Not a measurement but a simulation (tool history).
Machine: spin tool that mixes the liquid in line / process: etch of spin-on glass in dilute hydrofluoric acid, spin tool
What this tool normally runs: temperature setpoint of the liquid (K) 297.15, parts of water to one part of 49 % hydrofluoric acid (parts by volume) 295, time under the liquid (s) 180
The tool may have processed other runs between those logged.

run,day,temperature setpoint of the liquid (K),parts of water to one part of 49 % hydrofluoric acid (parts by volume),time under the liquid (s),"read-back film thickness of the spin-on glass reference wafer, read on the same gauge (nm)",thickness taken off the spin-on glass on a monitor wafer (Å)
1,0.000,300.65,295,130,30.06,139.2
2,2.588,300.65,295,130,30.01,139.6
3,5.083,297.15,295,180,30.02,171.1
4,6.938,297.15,295,180,30.00,169.1
5,14.538,297.15,295,180,30.01,171.2
6,23.462,294.65,295,180,30.06,154.1
7,27.529,294.65,295,180,30.00,156.0
# day 35.267: hydrofluoric acid flow meter replaced
# day 39.258: gauge calibrated
8,40.542,294.65,295,180,30.00,162.3
9,42.379,298.65,295,180,29.98,185.8
10,44.467,295.15,185,180,30.02,292.2
11,47.767,297.15,295,180,29.98,176.2
12,51.300,297.15,295,100,30.01,97.6
13,53.525,297.15,295,240,30.01,234.1
14,55.329,297.15,295,240,30.00,236.9
15,58.046,297.15,295,240,30.00,232.6
16,61.379,292.65,295,285,30.01,234.8
17,63.150,300.15,335,180,29.97,164.3
18,64.738,297.15,295,180,30.01,173.8
# day 68.400: thermometer replaced
19,69.038,297.15,295,180,30.00,175.5
20,71.358,297.15,295,180,30.01,173.0
21,73.300,297.15,295,125,30.00,121.6
22,81.546,301.15,435,140,29.97,90.4
23,83.962,297.15,240,180,29.98,226.0
24,87.708,293.15,150,110,30.03,208.3
25,90.521,294.65,420,230,30.01,126.8
26,92.188,294.65,350,285,29.98,199.6
27,94.996,294.65,415,280,29.98,157.3
28,96.571,294.65,370,180,30.00,117.1
29,99.458,297.15,295,120,29.98,116.2
30,101.354,297.15,295,180,30.01,174.2
31,105.504,300.65,205,275,29.99,472.2
32,109.062,297.15,295,180,29.98,173.0
33,111.067,300.15,335,115,30.00,101.4
34,113.738,299.65,245,290,30.01,382.1

Below, each run's measurement less what the same run would have read without the hidden state. Both values contain the same run-to-run variation, but the gauge's scatter may not be the same in both:
What the log doesn't record here: liquid colder than its thermometer reads (K); hydrofluoric acid flow below the setpoint (%); gauge reads high (%).
run,thickness taken off the spin-on glass on a monitor wafer (Å)
1,-5.2
2,-5.4
3,-6.6
4,-6.8
5,-7.4
6,-7.3
7,-7.6
8,-0.8
9,-1.1
10,-1.9
11,-1.4
12,-0.9
13,-2.5
14,-2.7
15,-2.9
16,-3.3
17,-2.6
18,-2.7
19,-3.1
20,-3.2
21,-2.3
22,-2.2
23,-5.2
24,-4.8
25,-3.6
26,-5.6
27,-4.8
28,-3.6
29,-3.6
30,-5.6
31,-15.4
32,-6.1
33,-3.8
34,-14.1

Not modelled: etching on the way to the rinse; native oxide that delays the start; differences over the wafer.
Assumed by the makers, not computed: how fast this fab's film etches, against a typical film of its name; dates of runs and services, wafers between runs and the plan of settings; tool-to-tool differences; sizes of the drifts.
